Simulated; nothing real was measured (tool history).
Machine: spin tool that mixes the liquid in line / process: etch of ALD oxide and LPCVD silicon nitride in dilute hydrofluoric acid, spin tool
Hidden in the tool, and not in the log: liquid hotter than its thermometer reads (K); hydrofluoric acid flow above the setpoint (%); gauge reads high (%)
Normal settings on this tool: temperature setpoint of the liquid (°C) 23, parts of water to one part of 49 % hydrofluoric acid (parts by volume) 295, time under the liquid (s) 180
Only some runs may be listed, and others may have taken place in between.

run	hour	temperature setpoint of the liquid (°C)	parts of water to one part of 49 % hydrofluoric acid (parts by volume)	time under the liquid (s)	wafers since the last listed run	hours since the thermometer was replaced	hours since the hydrofluoric acid flow meter was replaced	hours since the gauge calibration	read-back film thickness of the ALD oxide reference wafer, read on the same gauge (nm)	thickness taken off the ALD oxide on a monitor wafer (angstrom)
1	0	23	295	180	0	1126.4	413	239.6	70	94.2
2	17.3	23	295	180	127	1143.7	430.3	256.9	70.04	92.5
3	29.9	23	295	180	92	1156.3	442.9	269.5	69.96	93.1
4	66	23	295	180	265	1192.4	479	305.6	70.02	92.2
5	81.3	27	295	180	112	1207.7	494.3	320.9	69.98	107.3
6	97.3	27	295	180	117	1223.7	510.3	336.9	69.99	107
# hour 108.5: gauge calibrated
7	109.1	27	295	180	86	1235.5	522.1	0.6	69.98	106
8	116.6	23	295	180	55	1243	529.6	8.1	69.98	92.6
9	124.4	23	295	180	57	1250.8	537.4	15.9	70.06	93
# hour 127.9: thermometer replaced
# hour 135.3: hydrofluoric acid flow meter replaced
10	137.4	23	295	180	80	9.5	2.1	28.9	70.03	93.1
11	145.8	23	295	180	61	17.9	10.5	37.3	70.03	92.5
12	159.2	23	295	180	98	31.3	23.9	50.7	69.98	93.7
13	168.4	23	295	180	67	40.5	33.1	59.9	69.96	92.7
14	181.6	27.5	295	180	97	53.7	46.3	73.1	69.97	108.6
15	194.6	18	170	220	95	66.7	59.3	86.1	70.02	184.1
16	202.7	18.5	210	245	59	74.8	67.4	94.2	70	164.1
17	218.5	23	295	180	116	90.6	83.2	110	70.02	92.3
18	226.4	27	295	180	58	98.5	91.1	117.9	69.97	105.4
19	240.5	26	295	180	103	112.6	105.2	132	69.95	103.4
20	250.4	23	295	180	72	122.5	115.1	141.9	69.99	93.2
21	258.1	24.5	160	105	56	130.2	122.8	149.6	69.99	122.5
22	275.9	19.5	190	140	130	148	140.6	167.4	70.02	109.3
23	287.8	23	360	180	87	159.9	152.5	179.3	69.96	72.4
24	296.8	23	295	130	66	168.9	161.5	188.3	70.02	66.5

Forecast each of these 5 alternatives for the next run:
A	297.3	23	295	180	3	169.4	162	188.8	?	?
B	297.3	23	295	215	3	169.4	162	188.8	?	?
C	297.3	27.5	415	180	3	169.4	162	188.8	?	?
D	297.3	27	160	130	3	169.4	162	188.8	?	?
E	297.3	21.5	395	180	3	169.4	162	188.8	?	?

run	read-back film thickness of the ALD oxide reference wafer, read on the same gauge (nm)	thickness taken off the ALD oxide on a monitor wafer (angstrom)
A	69.97	92.3
B	69.97	110.3
C	69.97	68
D	69.97	164.1
E	69.97	59.8
Without the tool's unlogged condition, the same runs would have read:
run	thickness taken off the ALD oxide on a monitor wafer (angstrom)
A	92.3
B	110.3
C	68
D	164.1
E	59.8
